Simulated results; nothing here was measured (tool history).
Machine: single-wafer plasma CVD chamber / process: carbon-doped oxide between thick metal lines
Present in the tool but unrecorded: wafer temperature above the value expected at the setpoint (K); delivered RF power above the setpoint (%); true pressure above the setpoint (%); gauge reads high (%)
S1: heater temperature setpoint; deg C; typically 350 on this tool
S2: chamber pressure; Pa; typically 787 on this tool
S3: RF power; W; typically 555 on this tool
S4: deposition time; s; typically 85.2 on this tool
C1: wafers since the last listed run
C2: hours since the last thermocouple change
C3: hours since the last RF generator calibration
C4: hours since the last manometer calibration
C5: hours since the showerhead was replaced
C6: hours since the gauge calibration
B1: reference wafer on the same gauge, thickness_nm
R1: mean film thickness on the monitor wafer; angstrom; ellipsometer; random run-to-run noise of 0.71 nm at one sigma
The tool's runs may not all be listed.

run,hour,S1,S2,S3,S4,C1,C2,C3,C4,C5,C6,B1,R1
1,0,350,787,475,91.8,0,2786.8,732.7,1406.9,6329.1,232.4,556.125,4372.71
2,6.8,350,787,475,91.8,128,2793.6,739.5,1413.7,6335.9,239.2,555.868,4366.8
3,23.3,350,787,555,85.2,310,2810.1,756,1430.2,6352.4,255.7,555.663,4619.43
4,36.6,350,787,555,85.2,250,2823.4,769.3,1443.5,6365.7,269,556.26,4618.85
5,45.6,350,787,555,85.2,169,2832.4,778.3,1452.5,6374.7,278,555.665,4605.77
6,54.4,356,787,555,85.2,165,2841.2,787.1,1461.3,6383.5,286.8,555.756,4537.5
# hour 69.1: capacitance manometer re-zeroed and calibrated
7,72.4,356,787,555,85.2,188,2859.2,805.1,3.3,6401.5,304.8,556.344,4536.02
# hour 81.6: thermocouple changed; heater temperature recalibrated
8,118.5,356,787,555,85.2,717,36.9,851.2,49.4,6447.6,350.9,556.141,4538.7
9,128.4,350,787,555,76.4,186,46.8,861.1,59.3,6457.5,360.8,556.329,4123.47
10,139.7,350,787,555,85.2,212,58.1,872.4,70.6,6468.8,372.1,556.188,4600.72
11,153.6,338,904,645,85.2,261,72,886.3,84.5,6482.7,386,555.817,5402.09
# hour 168.9: showerhead replaced
12,169.4,350,655,555,95.1,146,87.8,902.1,100.3,0.5,401.8,555.976,4998.86
13,182.3,350,661,610,102,242,100.7,915,113.2,13.4,414.7,556.036,5760.83
14,189.1,356,787,555,85.2,128,107.5,921.8,120,20.2,421.5,555.973,4510.43
# hour 201.8: RF generator calibrated
15,202.3,350,787,555,85.2,97,120.7,0.5,133.2,33.4,434.7,555.856,4699.06
16,217.5,350,787,555,85.2,286,135.9,15.7,148.4,48.6,449.9,556.233,4701.02
# hour 222.4: gauge calibrated
17,231.9,364,599,590,91.3,271,150.3,30.1,162.8,63,9.5,555.907,4877.12
18,245.2,350,787,630,70.3,250,163.6,43.4,176.1,76.3,22.8,556.227,4274.52
19,256.4,350,687,555,85.2,210,174.8,54.6,187.3,87.5,34,556.217,4614.84
20,265.8,362,787,555,77,177,184.2,64,196.7,96.9,43.4,555.784,4111.92
21,276.6,342,889,445,99.5,203,195,74.8,207.5,107.7,54.2,555.791,4691.15
22,285.4,350,787,475,85.2,165,203.8,83.6,216.3,116.5,63,555.83,4142.35
23,292.5,350,787,555,68.4,133,210.9,90.7,223.4,123.6,70.1,555.748,3776.53
24,305.8,350,787,555,85.2,250,224.2,104,236.7,136.9,83.4,556.141,4695.35
25,354.7,350,733,555,85.2,921,273.1,152.9,285.6,185.8,132.3,555.969,4653.75
26,372.6,350,787,555,96.7,337,291,170.8,303.5,203.7,150.2,555.878,5319.25
27,389.7,350,787,555,96.7,322,308.1,187.9,320.6,220.8,167.3,556.316,5320.67
28,401.3,350,787,555,85.2,218,319.7,199.5,332.2,232.4,178.9,555.981,4681.14
29,416,350,787,555,85.2,276,334.4,214.2,346.9,247.1,193.6,555.519,4689.58

Measured result minus the same run's result without the hidden state. Both carry the same run-to-run variation, though not necessarily the same gauge scatter:
run,R1
1,-86.72
2,-88.07
3,-80.85
4,-83.49
5,-85.08
6,-85.59
7,-89.27
8,-99.22
9,-92.15
10,-105.4
11,-121.6
12,-122.1
13,-141.07
14,-114.86
15,-3.54
16,-3.57
17,-3.78
18,-3.33
19,-3.83
20,-3.53
21,-5.17
22,-4.75
23,-3.66
24,-4.87
25,-6.37
26,-8.09
27,-8.95
28,-8.42
29,-9.2
